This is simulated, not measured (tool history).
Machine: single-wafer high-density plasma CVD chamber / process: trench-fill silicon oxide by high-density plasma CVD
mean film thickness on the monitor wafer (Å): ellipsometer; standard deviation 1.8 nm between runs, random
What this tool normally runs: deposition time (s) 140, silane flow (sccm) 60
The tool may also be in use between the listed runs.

run    hour  deposition time (s)  silane flow (sccm)  wafers since the last listed run  hours since the silane flow controller was replaced  hours since the gauge calibration  read-back reference wafer on the same gauge, thickness_nm  mean film thickness on the monitor wafer (Å)
  1       0                  140                  60                                 0                                               3613.2                              499.5                                                    885.948                                       7600.38
  2    46.5                  140                  60                               449                                               3659.7                                546                                                     885.24                                       7560.53
  3      99                  140                  60                               507                                               3712.2                              598.5                                                     886.12                                       7586.62
  4   149.3                  146                  60                               485                                               3762.5                              648.8                                                    885.918                                       7890.12
  5   203.3                  146                  60                               521                                               3816.5                              702.8                                                    885.781                                       7886.37
  6   262.7                  146                  60                               573                                               3875.9                              762.2                                                    885.904                                       7908.81
  7   328.4                  156                  60                               634                                               3941.6                              827.9                                                     884.68                                       8442.11
  8   373.8                  156                  60                               438                                                 3987                              873.3                                                    885.108                                       8450.43
      397.4  -- silane flow controller replaced
  9     398                  128                  60                               156                                                  0.6                              897.5                                                    886.261                                       7221.58
 10   447.7                  128                  60                               480                                                 50.3                              947.2                                                    886.231                                       7244.67
      476.1  -- gauge calibrated
 11   517.3                  140                  60                               672                                                119.9                               41.2                                                    886.491                                        7865.1
 12   544.1                  140                  60                               258                                                146.7                                 68                                                    886.919                                       7882.26
 13   601.1                  140                  60                               550                                                203.7                                125                                                    885.942                                       7857.21
 14     645                  122                  71                               424                                                247.6                              168.9                                                    885.586                                       7810.52
 15   699.8                  167                  67                               529                                                302.4                              223.7                                                    885.949                                      10210.32
 16   754.5                  146                  60                               528                                                357.1                              278.4                                                    886.725                                          8167
 17   806.4                  140                  60                               501                                                  409                              330.3                                                    886.251                                        7805.8
 18   843.5                  127                  70                               358                                                446.1                              367.4                                                    887.089                                       8035.84
 19     871                  140                  51                               265                                                473.6                              394.9                                                    886.024                                       6924.64
 20   903.6                  146                  60                               314                                                506.2                              427.5                                                    886.086                                        8154.4
 21   974.9                  151                  66                               688                                                577.5                              498.8                                                    886.498                                       9032.12
 22  1040.2                  126                  51                               630                                                642.8                              564.1                                                    885.639                                       6174.37

Run 23 is up next; what results do you expect?
 23  1069.1                  120                  52                               279                                                671.7                                593                                                          ?                                             ?

Run 23 produced read-back reference wafer on the same gauge, thickness_nm 886.003, mean film thickness on the monitor wafer (Å) 5962.78.
Take away the tool's hidden state, keep the run-to-run variation as it was, and the same run would have given mean film thickness on the monitor wafer (Å) 6098.95.

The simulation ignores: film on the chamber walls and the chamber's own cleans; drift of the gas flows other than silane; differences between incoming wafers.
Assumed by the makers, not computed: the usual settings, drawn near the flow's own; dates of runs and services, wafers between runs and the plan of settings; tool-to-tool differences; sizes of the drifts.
